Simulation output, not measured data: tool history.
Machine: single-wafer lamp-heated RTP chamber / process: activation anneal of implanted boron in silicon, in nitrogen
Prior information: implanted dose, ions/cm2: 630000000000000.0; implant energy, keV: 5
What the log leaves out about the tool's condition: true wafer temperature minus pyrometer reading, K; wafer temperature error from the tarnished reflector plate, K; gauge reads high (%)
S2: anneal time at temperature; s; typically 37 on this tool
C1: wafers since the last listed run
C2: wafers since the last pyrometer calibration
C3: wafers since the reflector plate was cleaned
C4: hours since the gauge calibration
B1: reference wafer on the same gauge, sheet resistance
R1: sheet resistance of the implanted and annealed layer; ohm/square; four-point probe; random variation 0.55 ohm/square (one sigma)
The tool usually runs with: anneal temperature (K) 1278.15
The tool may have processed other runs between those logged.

{"run": 1, "hour": 0.0, "anneal temperature (K)": 1278.15, "S2": 37, "C1": 0, "C2": 3067, "C3": 2448, "C4": 141.0, "B1": 196.82, "R1": 170.16}
{"run": 2, "hour": 26.5, "anneal temperature (K)": 1278.15, "S2": 37, "C1": 425, "C2": 3492, "C3": 2873, "C4": 167.5, "B1": 197.04, "R1": 170.04}
{"hour": 39.5, "done": "pyrometer window cleaned and pyrometer calibrated"}
{"run": 3, "hour": 59.3, "anneal temperature (K)": 1300.15, "S2": 37, "C1": 398, "C2": 317, "C3": 3272, "C4": 200.3, "B1": 196.64, "R1": 167.0}
{"run": 4, "hour": 71.9, "anneal temperature (K)": 1278.15, "S2": 37, "C1": 202, "C2": 520, "C3": 3474, "C4": 212.9, "B1": 196.75, "R1": 172.87}
{"run": 5, "hour": 90.0, "anneal temperature (K)": 1278.15, "S2": 46, "C1": 290, "C2": 810, "C3": 3765, "C4": 231.0, "B1": 197.02, "R1": 170.68}
{"run": 6, "hour": 124.0, "anneal temperature (K)": 1278.15, "S2": 46, "C1": 546, "C2": 1356, "C3": 4311, "C4": 265.0, "B1": 197.13, "R1": 169.82}
{"run": 7, "hour": 138.3, "anneal temperature (K)": 1278.15, "S2": 46, "C1": 229, "C2": 1586, "C3": 4540, "C4": 279.3, "B1": 196.8, "R1": 169.43}
{"run": 8, "hour": 167.5, "anneal temperature (K)": 1278.15, "S2": 37, "C1": 468, "C2": 2055, "C3": 5009, "C4": 308.5, "B1": 197.34, "R1": 170.11}
{"run": 9, "hour": 202.8, "anneal temperature (K)": 1278.15, "S2": 37, "C1": 566, "C2": 2622, "C3": 5576, "C4": 343.8, "B1": 197.02, "R1": 169.96}
{"run": 10, "hour": 225.1, "anneal temperature (K)": 1278.15, "S2": 37, "C1": 358, "C2": 2980, "C3": 5934, "C4": 366.1, "B1": 197.23, "R1": 169.05}
{"run": 11, "hour": 258.1, "anneal temperature (K)": 1278.15, "S2": 37, "C1": 529, "C2": 3510, "C3": 6464, "C4": 399.1, "B1": 197.09, "R1": 169.07}
{"hour": 266.7, "done": "pyrometer window cleaned and pyrometer calibrated"}
{"hour": 274.3, "done": "reflector plate cleaned"}
{"run": 12, "hour": 292.8, "anneal temperature (K)": 1278.15, "S2": 37, "C1": 306, "C2": 296, "C3": 296, "C4": 433.8, "B1": 197.24, "R1": 173.86}
{"run": 13, "hour": 308.3, "anneal temperature (K)": 1285.15, "S2": 37, "C1": 248, "C2": 545, "C3": 545, "C4": 449.3, "B1": 197.15, "R1": 170.97}
{"run": 14, "hour": 342.8, "anneal temperature (K)": 1278.15, "S2": 37, "C1": 554, "C2": 1099, "C3": 1099, "C4": 483.8, "B1": 197.01, "R1": 171.27}
{"run": 15, "hour": 376.9, "anneal temperature (K)": 1278.15, "S2": 37, "C1": 547, "C2": 1647, "C3": 1647, "C4": 517.9, "B1": 197.03, "R1": 171.98}
{"run": 16, "hour": 391.3, "anneal temperature (K)": 1278.15, "S2": 37, "C1": 231, "C2": 1878, "C3": 1878, "C4": 532.3, "B1": 197.02, "R1": 171.48}
{"run": 17, "hour": 406.4, "anneal temperature (K)": 1308.15, "S2": 49, "C1": 242, "C2": 2120, "C3": 2120, "C4": 547.4, "B1": 196.97, "R1": 161.18}
{"run": 18, "hour": 431.3, "anneal temperature (K)": 1260.15, "S2": 37, "C1": 399, "C2": 2520, "C3": 2520, "C4": 572.3, "B1": 196.81, "R1": 177.36}
{"run": 19, "hour": 458.9, "anneal temperature (K)": 1269.15, "S2": 43, "C1": 443, "C2": 2963, "C3": 2963, "C4": 599.9, "B1": 196.92, "R1": 172.09}
{"run": 20, "hour": 478.2, "anneal temperature (K)": 1278.15, "S2": 37, "C1": 309, "C2": 3273, "C3": 3273, "C4": 619.2, "B1": 197.03, "R1": 169.81}
{"hour": 499.8, "done": "pyrometer window cleaned and pyrometer calibrated"}
{"run": 21, "hour": 500.3, "anneal temperature (K)": 1286.15, "S2": 56, "C1": 226, "C2": 7, "C3": 3500, "C4": 641.3, "B1": 196.87, "R1": 167.92}
{"run": 22, "hour": 520.3, "anneal temperature (K)": 1294.15, "S2": 47, "C1": 321, "C2": 328, "C3": 3821, "C4": 661.3, "B1": 197.17, "R1": 166.72}
{"run": 23, "hour": 547.0, "anneal temperature (K)": 1262.15, "S2": 25, "C1": 428, "C2": 757, "C3": 4250, "C4": 688.0, "B1": 196.77, "R1": 180.73}
{"hour": 559.2, "done": "gauge calibrated"}
{"run": 24, "hour": 575.9, "anneal temperature (K)": 1278.15, "S2": 37, "C1": 464, "C2": 1221, "C3": 4714, "C4": 16.7, "B1": 196.85, "R1": 170.75}
{"run": 25, "hour": 598.2, "anneal temperature (K)": 1292.15, "S2": 27, "C1": 358, "C2": 1579, "C3": 5072, "C4": 39.0, "B1": 196.96, "R1": 169.69}
{"run": 26, "hour": 627.4, "anneal temperature (K)": 1304.15, "S2": 37, "C1": 468, "C2": 2048, "C3": 5541, "C4": 68.2, "B1": 197.06, "R1": 164.09}
{"hour": 643.3, "done": "reflector plate cleaned"}
{"run": 27, "hour": 651.7, "anneal temperature (K)": 1253.15, "S2": 28, "C1": 261, "C2": 2310, "C3": 134, "C4": 92.5, "B1": 197.01, "R1": 183.68}
{"run": 28, "hour": 675.3, "anneal temperature (K)": 1278.15, "S2": 29, "C1": 378, "C2": 2689, "C3": 513, "C4": 116.1, "B1": 197.0, "R1": 173.49}
{"hour": 701.1, "done": "pyrometer window cleaned and pyrometer calibrated"}
{"run": 29, "hour": 703.9, "anneal temperature (K)": 1262.15, "S2": 37, "C1": 330, "C2": 44, "C3": 844, "C4": 144.7, "B1": 197.0, "R1": 181.83}
{"run": 30, "hour": 719.6, "anneal temperature (K)": 1254.15, "S2": 57, "C1": 252, "C2": 296, "C3": 1096, "C4": 160.4, "B1": 197.06, "R1": 180.83}
{"run": 31, "hour": 739.7, "anneal temperature (K)": 1270.15, "S2": 47, "C1": 322, "C2": 619, "C3": 1419, "C4": 180.5, "B1": 196.88, "R1": 173.52}
{"run": 32, "hour": 756.8, "anneal temperature (K)": 1299.15, "S2": 46, "C1": 274, "C2": 893, "C3": 1693, "C4": 197.6, "B1": 196.88, "R1": 165.79}
{"run": 33, "hour": 791.7, "anneal temperature (K)": 1302.15, "S2": 37, "C1": 560, "C2": 1454, "C3": 2254, "C4": 232.5, "B1": 196.96, "R1": 165.29}
{"run": 34, "hour": 821.8, "anneal temperature (K)": 1252.15, "S2": 22, "C1": 483, "C2": 1937, "C3": 2737, "C4": 262.6, "B1": 196.75, "R1": 184.92}
{"run": 35, "hour": 854.8, "anneal temperature (K)": 1278.15, "S2": 37, "C1": 529, "C2": 2467, "C3": 3267, "C4": 295.6, "B1": 196.68, "R1": 170.69}
{"run": 36, "hour": 888.4, "anneal temperature (K)": 1268.15, "S2": 24, "C1": 539, "C2": 3007, "C3": 3806, "C4": 329.2, "B1": 196.91, "R1": 175.17}
{"hour": 911.0, "done": "pyrometer window cleaned and pyrometer calibrated"}
{"run": 37, "hour": 922.5, "anneal temperature (K)": 1290.15, "S2": 21, "C1": 419, "C2": 184, "C3": 4226, "C4": 363.3, "B1": 197.01, "R1": 173.41}

Consider 3 possible next runs. They are alternatives, not a sequence: every one starts from the tool as it was left by run 37. What does each give?
{"run": "A", "hour": 922.9, "anneal temperature (K)": 1278.15, "S2": 25, "C1": 6, "C2": 190, "C3": 4232, "C4": 363.7, "B1": "?", "R1": "?"}
{"run": "B", "hour": 922.9, "anneal temperature (K)": 1264.15, "S2": 49, "C1": 6, "C2": 190, "C3": 4232, "C4": 363.7, "B1": "?", "R1": "?"}
{"run": "C", "hour": 922.9, "anneal temperature (K)": 1305.15, "S2": 18, "C1": 6, "C2": 190, "C3": 4232, "C4": 363.7, "B1": "?", "R1": "?"}

run=A B1=197.22 R1=175.91
run=B B1=197.22 R1=175.73
run=C B1=197.22 R1=170.86
The same runs, with their run-to-run variation unchanged, on a tool lacking any hidden condition would have given:
run=A R1=178.86
run=B R1=179.41
run=C R1=172.81

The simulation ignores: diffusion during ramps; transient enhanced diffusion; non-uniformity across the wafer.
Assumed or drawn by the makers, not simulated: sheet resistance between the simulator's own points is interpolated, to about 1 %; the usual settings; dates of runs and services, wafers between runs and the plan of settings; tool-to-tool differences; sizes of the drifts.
